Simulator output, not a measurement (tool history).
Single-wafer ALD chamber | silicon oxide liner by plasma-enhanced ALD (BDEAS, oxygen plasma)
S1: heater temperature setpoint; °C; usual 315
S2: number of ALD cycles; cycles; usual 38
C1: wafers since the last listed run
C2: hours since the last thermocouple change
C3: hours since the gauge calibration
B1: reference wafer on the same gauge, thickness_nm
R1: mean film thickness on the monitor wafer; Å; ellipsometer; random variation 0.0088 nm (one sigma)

run	hour	S1	S2	C1	C2	C3	B1	R1
1	0.0	315	38	0	1681.7	611.5	3.627	35.14
2	84.2	315	38	569	1765.9	695.7	3.621	35.07
3	143.6	315	38	401	1825.3	755.1	3.613	35.04
4	250.2	322	38	721	1931.9	861.7	3.607	34.53
5	320.8	322	38	477	2002.5	932.3	3.600	34.54
6	426.4	322	38	714	2108.1	1037.9	3.592	34.31
# hour 453.1: thermocouple changed; heater temperature recalibrated
7	487.5	315	38	359	34.4	1099.0	3.584	34.74
# hour 500.7: gauge calibrated
8	578.9	315	38	618	125.8	78.2	3.647	35.11
9	644.6	315	35	444	191.5	143.9	3.645	32.52
10	708.6	327	38	433	255.5	207.9	3.643	34.61
11	769.1	307	42	409	316.0	268.4	3.642	39.50
12	811.9	326	33	289	358.8	311.2	3.642	30.20
13	899.7	315	38	594	446.6	399.0	3.635	35.29
14	997.1	326	32	659	544.0	496.4	3.632	29.14
15	1100.2	315	38	697	647.1	599.5	3.629	35.00
16	1197.4	315	42	657	744.3	696.7	3.620	38.69
17	1245.1	311	35	322	792.0	744.4	3.617	32.50

The same runs without the tool's hidden state, with the same run-to-run variation:
The hidden state here: wafer temperature above the value expected at the setpoint (K); gauge reads high (%).
run	R1
1	35.29
2	35.26
3	35.27
4	34.85
5	34.91
6	34.78
7	35.27
8	35.07
9	32.49
10	34.59
11	39.49
12	30.20
13	35.32
14	29.20
15	35.13
16	38.90
17	32.70

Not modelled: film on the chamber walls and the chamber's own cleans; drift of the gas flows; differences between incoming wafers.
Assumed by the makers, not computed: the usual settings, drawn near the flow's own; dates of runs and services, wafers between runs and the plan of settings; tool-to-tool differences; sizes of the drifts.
